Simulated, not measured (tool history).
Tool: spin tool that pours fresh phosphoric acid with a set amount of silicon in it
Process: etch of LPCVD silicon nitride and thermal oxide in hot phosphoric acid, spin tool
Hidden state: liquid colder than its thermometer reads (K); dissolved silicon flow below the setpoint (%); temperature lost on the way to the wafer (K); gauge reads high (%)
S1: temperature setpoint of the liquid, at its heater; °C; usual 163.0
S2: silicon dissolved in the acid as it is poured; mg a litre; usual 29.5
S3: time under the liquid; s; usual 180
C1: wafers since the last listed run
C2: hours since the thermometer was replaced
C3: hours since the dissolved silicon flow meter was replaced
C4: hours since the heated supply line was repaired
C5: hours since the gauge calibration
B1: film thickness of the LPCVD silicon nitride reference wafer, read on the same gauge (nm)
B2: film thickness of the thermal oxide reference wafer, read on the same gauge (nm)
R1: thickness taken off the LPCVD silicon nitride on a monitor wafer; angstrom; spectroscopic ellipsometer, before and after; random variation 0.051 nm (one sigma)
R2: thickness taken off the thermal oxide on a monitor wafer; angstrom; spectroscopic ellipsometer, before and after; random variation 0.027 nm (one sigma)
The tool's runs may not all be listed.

| run | hour | S1 | S2 | S3 | C1 | C2 | C3 | C4 | C5 | B1 | B2 | R1 | R2 |
|---|---|---|---|---|---|---|---|---|---|---|---|---|---|
| 1 | 0.0 | 163.0 | 29.5 | 180 | 0 | 122.2 | 316.0 | 1027.3 | 2358.0 | 70.01 | 100.002 | 164.0 | 2.18 |
| 2 | 97.0 | 161.5 | 48.5 | 180 | 734 | 219.2 | 413.0 | 1124.3 | 2455.0 | 70.02 | 99.985 | 154.4 | 1.01 |
| 3 | 199.4 | 164.5 | 10.0 | 135 | 775 | 321.6 | 515.4 | 1226.7 | 2557.4 | 69.99 | 100.000 | 127.4 | 4.20 |
| 4 | 259.0 | 163.0 | 48.0 | 280 | 451 | 381.2 | 575.0 | 1286.3 | 2617.0 | 70.02 | 99.986 | 253.2 | 1.47 |
| 5 | 353.8 | 163.0 | 14.5 | 180 | 718 | 476.0 | 669.8 | 1381.1 | 2711.8 | 70.04 | 99.996 | 160.3 | 4.44 |
| 6 | 431.9 | 160.5 | 19.0 | 180 | 591 | 554.1 | 747.9 | 1459.2 | 2789.9 | 69.98 | 100.007 | 147.4 | 2.94 |
|  | 451.4 | gauge calibrated |
| 7 | 508.9 | 162.0 | 29.5 | 180 | 583 | 631.1 | 824.9 | 1536.2 | 57.5 | 69.98 | 100.008 | 154.1 | 2.41 |
|  | 512.7 | thermometer replaced |
| 8 | 554.6 | 163.0 | 29.5 | 180 | 338 | 41.9 | 870.6 | 1581.9 | 103.2 | 70.00 | 99.986 | 162.3 | 2.45 |
|  | 621.3 | dissolved silicon flow meter replaced |
| 9 | 631.8 | 163.0 | 29.5 | 180 | 577 | 119.1 | 10.5 | 1659.1 | 180.4 | 70.01 | 99.993 | 161.3 | 3.01 |
| 10 | 683.9 | 164.0 | 39.5 | 255 | 394 | 171.2 | 62.6 | 1711.2 | 232.5 | 69.98 | 100.001 | 235.5 | 2.36 |
| 11 | 748.2 | 164.5 | 29.5 | 180 | 487 | 235.5 | 126.9 | 1775.5 | 296.8 | 69.95 | 100.003 | 168.2 | 2.69 |
| 12 | 801.0 | 163.0 | 29.5 | 180 | 399 | 288.3 | 179.7 | 1828.3 | 349.6 | 69.98 | 100.009 | 160.7 | 2.10 |
|  | 956.6 | heated supply line repaired |
| 13 | 1038.0 | 163.0 | 29.5 | 180 | 1787 | 525.3 | 416.7 | 81.4 | 586.6 | 69.99 | 99.994 | 165.0 | 2.62 |
| 14 | 1078.9 | 163.0 | 50.0 | 180 | 309 | 566.2 | 457.6 | 122.3 | 627.5 | 69.99 | 100.007 | 163.4 | 1.02 |
|  | 1094.7 | thermometer replaced |
| 15 | 1132.9 | 164.5 | 29.5 | 265 | 401 | 38.2 | 511.6 | 176.3 | 681.5 | 69.98 | 99.993 | 258.2 | 4.98 |
| 16 | 1226.9 | 160.5 | 29.5 | 85 | 712 | 132.2 | 605.6 | 270.3 | 775.5 | 70.01 | 99.974 | 72.0 | 1.10 |
| 17 | 1279.5 | 163.0 | 29.5 | 180 | 398 | 184.8 | 658.2 | 322.9 | 828.1 | 69.99 | 100.006 | 165.3 | 2.56 |
| 18 | 1366.2 | 166.0 | 8.0 | 180 | 656 | 271.5 | 744.9 | 409.6 | 914.8 | 69.99 | 100.010 | 182.1 | 6.42 |
| 19 | 1472.0 | 165.5 | 44.5 | 140 | 801 | 377.3 | 850.7 | 515.4 | 1020.6 | 69.97 | 99.999 | 138.7 | 0.96 |
| 20 | 1519.8 | 165.0 | 15.5 | 260 | 362 | 425.1 | 898.5 | 563.2 | 1068.4 | 69.99 | 100.013 | 253.4 | 6.40 |
| 21 | 1600.2 | 160.5 | 19.0 | 180 | 609 | 505.5 | 978.9 | 643.6 | 1148.8 | 69.99 | 99.991 | 150.6 | 3.56 |
|  | 1609.2 | dissolved silicon flow meter replaced |
| 22 | 1671.4 | 166.0 | 29.5 | 85 | 531 | 576.7 | 62.2 | 714.8 | 1220.0 | 69.98 | 100.006 | 85.1 | 1.23 |
| 23 | 1720.6 | 163.0 | 41.5 | 180 | 372 | 625.9 | 111.4 | 764.0 | 1269.2 | 70.00 | 99.996 | 162.2 | 1.23 |

Forecast each of these 3 alternatives for the next run:
| A | 1721.1 | 163.0 | 29.5 | 285 | 3 | 626.4 | 111.9 | 764.5 | 1269.7 | ? | ? | ? | ? |
| B | 1721.1 | 165.0 | 10.5 | 225 | 3 | 626.4 | 111.9 | 764.5 | 1269.7 | ? | ? | ? | ? |
| C | 1721.1 | 165.0 | 29.5 | 230 | 3 | 626.4 | 111.9 | 764.5 | 1269.7 | ? | ? | ? | ? |

| run | B1 | B2 | R1 | R2 |
|---|---|---|---|---|
| A | 70.01 | 99.996 | 256.6 | 4.17 |
| B | 70.01 | 99.996 | 216.4 | 6.65 |
| C | 70.01 | 99.996 | 221.3 | 3.89 |
Without the tool's hidden state the same runs would have given:
| run | R1 | R2 |
|---|---|---|
| A | 265.7 | 4.50 |
| B | 224.0 | 7.17 |
| C | 229.0 | 4.20 |
